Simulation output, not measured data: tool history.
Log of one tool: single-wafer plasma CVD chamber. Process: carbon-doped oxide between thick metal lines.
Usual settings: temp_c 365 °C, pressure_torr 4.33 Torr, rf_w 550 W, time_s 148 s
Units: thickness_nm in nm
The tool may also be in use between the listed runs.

run     day  temp_c  pressure_torr  rf_w  time_s  wafers since the last listed run  hours since the last thermocouple change  hours since the last RF generator calibration  hours since the last manometer calibration  hours since the showerhead was replaced  hours since the gauge calibration  read-back reference wafer on the same gauge, thickness_nm  thickness_nm
  1   0.000     365           4.33   550     148                                 0                                     687.3                                          347.5                                      1312.0                                   6446.2                              295.8                                                    749.411       787.132
  2   2.750     365           4.33   550     148                               551                                     753.3                                          413.5                                      1378.0                                   6512.2                              361.8                                                    749.303       790.369
  3   4.267     365           4.33   550     148                               304                                     789.7                                          449.9                                      1414.4                                   6548.6                              398.2                                                    749.444       789.671
  4   6.838     365           4.33   550     148                               515                                     851.4                                          511.6                                      1476.1                                   6610.3                              459.9                                                    749.083       790.032
  5   9.754     365           4.33   550     148                               585                                     921.4                                          581.6                                      1546.1                                   6680.3                              529.9                                                    748.729       788.055
  6  11.871     365           4.33   550     148                               424                                     972.2                                          632.4                                      1596.9                                   6731.1                              580.7                                                    748.145       789.325
  7  14.050     365           5.00   550     148                               437                                    1024.5                                          684.7                                      1649.2                                   6783.4                              633.0                                                    749.781       795.403
  8  16.646     365           4.33   550     148                               520                                    1086.8                                          747.0                                      1711.5                                   6845.7                              695.3                                                    748.440       786.469
  9  19.033     365           4.33   615     148                               478                                    1144.1                                          804.3                                      1768.8                                   6903.0                              752.6                                                    748.333       832.190
 10  21.650     365           4.33   550     148                               524                                    1206.9                                          867.1                                      1831.6                                   6965.8                              815.4                                                    748.760       787.869
 11  23.029     372           4.33   550     148                               276                                    1240.0                                          900.2                                      1864.7                                   6998.9                              848.5                                                    748.745       774.614
     23.796  -- gauge calibrated
 12  24.046     372           4.33   550     148                               203                                    1264.4                                          924.6                                      1889.1                                   7023.3                                6.0                                                    749.506       771.597
     24.829  -- capacitance manometer re-zeroed and calibrated
 13  27.625     372           4.33   550     148                               651                                    1350.3                                         1010.5                                        67.1                                   7109.2                               91.9                                                    749.015       773.746
     28.917  -- showerhead replaced
 14  29.438     365           4.33   550     148                               296                                    1393.8                                         1054.0                                       110.6                                     12.5                              135.4                                                    749.024       785.304
 15  31.796     365           4.33   550     148                               473                                    1450.4                                         1110.6                                       167.2                                     69.1                              192.0                                                    749.542       784.532
 16  32.967     351           4.67   550     126                               234                                    1478.5                                         1138.7                                       195.3                                     97.2                              220.1                                                    748.901       696.624
 17  35.650     365           4.33   640     148                               538                                    1542.9                                         1203.1                                       259.7                                    161.6                              284.5                                                    748.578       848.870
     36.600  -- RF generator calibrated
 18  38.254     365           4.33   550     148                               455                                    1605.4                                           39.7                                       322.2                                    224.1                              347.0                                                    749.986       784.253
 19  40.362     365           4.33   550     148                               422                                    1656.0                                           90.3                                       372.8                                    274.7                              397.6                                                    749.970       781.759
 20  43.292     365           4.33   550     148                               587                                    1726.3                                          160.6                                       443.1                                    345.0                              467.9                                                    749.267       780.730
     44.771  -- thermocouple changed; heater temperature recalibrated
 21  46.071     365           3.58   490     172                               490                                      31.2                                          227.3                                       509.8                                    411.7                              534.6                                                    749.278       855.317
 22  47.083     365           4.33   620     148                               203                                      55.5                                          251.6                                       534.1                                    436.0                              558.9                                                    749.128       842.049
 23  48.088     370           4.33   550     148                               201                                      79.6                                          275.7                                       558.2                                    460.1                              583.0                                                    749.181       784.244
 24  49.754     358           4.03   625     170                               334                                     119.6                                          315.7                                       598.2                                    500.1                              623.0                                                    748.652       979.827
 25  50.983     369           4.33   550     174                               246                                     149.1                                          345.2                                       627.7                                    529.6                              652.5                                                    748.664       922.428
 26  52.479     354           4.33   550     148                               300                                     185.0                                          381.1                                       663.6                                    565.5                              688.4                                                    748.745       813.178
 27  58.050     365           4.70   520     129                              1117                                     318.7                                          514.8                                       797.3                                    699.2                              822.1                                                    749.623       670.784
 28  59.196     365           4.33   550     148                               229                                     346.2                                          542.3                                       824.8                                    726.7                              849.6                                                    748.490       795.072

Forecast each of these 3 alternatives for the next run:
  A  59.212     365           4.33   550     166                                 3                                     346.6                                          542.7                                       825.2                                    727.1                              850.0                                                          ?             ?
  B  59.212     365           4.33   550     120                                 3                                     346.6                                          542.7                                       825.2                                    727.1                              850.0                                                          ?             ?
  C  59.212     354           4.33   550     128                                 3                                     346.6                                          542.7                                       825.2                                    727.1                              850.0                                                          ?             ?

run  read-back reference wafer on the same gauge, thickness_nm  thickness_nm
  A                                                    749.075       884.454
  B                                                    749.075       640.161
  C                                                    749.075       700.593
Without the tool's hidden state the same runs would have given:
run  thickness_nm
  A       887.185
  B       642.138
  C       703.001

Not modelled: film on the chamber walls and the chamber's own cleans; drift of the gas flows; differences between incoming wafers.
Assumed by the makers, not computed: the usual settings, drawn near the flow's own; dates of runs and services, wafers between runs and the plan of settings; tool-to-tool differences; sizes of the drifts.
